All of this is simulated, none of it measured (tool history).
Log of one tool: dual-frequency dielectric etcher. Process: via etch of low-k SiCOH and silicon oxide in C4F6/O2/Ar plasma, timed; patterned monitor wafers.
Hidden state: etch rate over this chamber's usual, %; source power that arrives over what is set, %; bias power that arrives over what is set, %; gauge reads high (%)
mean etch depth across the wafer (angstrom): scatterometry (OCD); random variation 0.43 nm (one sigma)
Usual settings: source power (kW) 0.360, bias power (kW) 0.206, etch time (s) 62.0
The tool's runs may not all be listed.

run   hour  source power (kW)  bias power (kW)  etch time (s)  wafers since the last listed run  hours since the last wet clean  hours since the last source power generator calibration  hours since the last bias power generator calibration  hours since the last upper electrode change  hours since the gauge calibration  read-back reference wafer on the same gauge, depth_nm  mean etch depth across the wafer (angstrom)
  1    0.0              0.360            0.206           62.0                                 0                           427.3                                                   1803.0                                                 3893.1                                       2913.2                              269.6                                                  142.8                                         1625
  2   14.5              0.360            0.206           62.0                                99                           441.8                                                   1817.5                                                 3907.6                                       2927.7                              284.1                                                  142.9                                         1629
  3   29.5              0.360            0.206           62.0                               102                           456.8                                                   1832.5                                                 3922.6                                       2942.7                              299.1                                                  143.0                                         1633
  4   49.7              0.360            0.206           62.0                               138                           477.0                                                   1852.7                                                 3942.8                                       2962.9                              319.3                                                  142.9                                         1625
  5   80.5              0.360            0.206           62.0                               211                           507.8                                                   1883.5                                                 3973.6                                       2993.7                              350.1                                                  143.3                                         1629
  6  107.0              0.360            0.206           62.0                               181                           534.3                                                   1910.0                                                 4000.1                                       3020.2                              376.6                                                  143.1                                         1632
  7  126.2              0.360            0.206           62.0                               131                           553.5                                                   1929.2                                                 4019.3                                       3039.4                              395.8                                                  143.2                                         1634
  8  158.3              0.420            0.206           62.0                               220                           585.6                                                   1961.3                                                 4051.4                                       3071.5                              427.9                                                  143.3                                         1697
     202.6  -- wet clean of the chamber
  9  203.1              0.360            0.206           62.0                               142                             0.5                                                   2006.1                                                 4096.2                                       3116.3                              472.7                                                  143.3                                         1630
     231.2  -- upper electrode replaced
 10  231.7              0.360            0.206           54.0                                31                            29.1                                                   2034.7                                                 4124.8                                          0.5                              501.3                                                  143.4                                         1428
 11  239.1              0.360            0.206           54.0                                50                            36.5                                                   2042.1                                                 4132.2                                          7.9                              508.7                                                  143.3                                         1424
     271.7  -- source power generator calibrated
 12  272.2              0.360            0.224           62.0                               199                            69.6                                                      0.5                                                 4165.3                                         41.0                              541.8                                                  143.3                                         1699
 13  305.0              0.410            0.219           62.0                               225                           102.4                                                     33.3                                                 4198.1                                         73.8                              574.6                                                  143.5                                         1734
 14  322.2              0.300            0.164           46.0                               118                           119.6                                                     50.5                                                 4215.3                                         91.0                              591.8                                                  143.4                                         1050
 15  340.3              0.410            0.167           76.5                               124                           137.7                                                     68.6                                                 4233.4                                        109.1                              609.9                                                  143.4                                         1885
     356.0  -- bias power generator calibrated
 16  359.3              0.300            0.176           62.0                               102                           156.7                                                     87.6                                                    3.3                                        128.1                              628.9                                                  143.4                                         1456
     373.6  -- gauge calibrated
 17  391.8              0.440            0.206           76.0                               222                           189.2                                                    120.1                                                   35.8                                        160.6                               18.2                                                  140.5                                         2056
 18  405.3              0.360            0.206           50.0                                92                           202.7                                                    133.6                                                   49.3                                        174.1                               31.7                                                  140.6                                         1291
 19  425.0              0.420            0.170           53.5                               135                           222.4                                                    153.3                                                   69.0                                        193.8                               51.4                                                  140.9                                         1319
 20  444.1              0.430            0.159           62.0                               131                           241.5                                                    172.4                                                   88.1                                        212.9                               70.5                                                  141.1                                         1489
 21  469.3              0.360            0.206           62.0                               172                           266.7                                                    197.6                                                  113.3                                        238.1                               95.7                                                  141.6                                         1617
 22  501.8              0.360            0.206           62.0                               222                           299.2                                                    230.1                                                  145.8                                        270.6                              128.2                                                  141.7                                         1618
 23  518.5              0.360            0.206           62.0                               114                           315.9                                                    246.8                                                  162.5                                        287.3                              144.9                                                  142.0                                         1623
 24  545.8              0.310            0.206           50.5                               187                           343.2                                                    274.1                                                  189.8                                        314.6                              172.2                                                  142.1                                         1281

3 ways to go on from here, each from the tool as it stands after run 24. What would each give?
  A  546.2              0.360            0.206           62.0                                 2                           343.6                                                    274.5                                                  190.2                                        315.0                              172.6                                                      ?                                            ?
  B  546.2              0.360            0.249           53.5                                 2                           343.6                                                    274.5                                                  190.2                                        315.0                              172.6                                                      ?                                            ?
  C  546.2              0.360            0.206           46.0                                 2                           343.6                                                    274.5                                                  190.2                                        315.0                              172.6                                                      ?                                            ?

run  read-back reference wafer on the same gauge, depth_nm  mean etch depth across the wafer (angstrom)
  A                                                  142.0                                         1621
  B                                                  142.0                                         1523
  C                                                  142.0                                         1203
Without the tool's hidden state the same runs would have given:
run  mean etch depth across the wafer (angstrom)
  A                                         1597
  B                                         1501
  C                                         1185
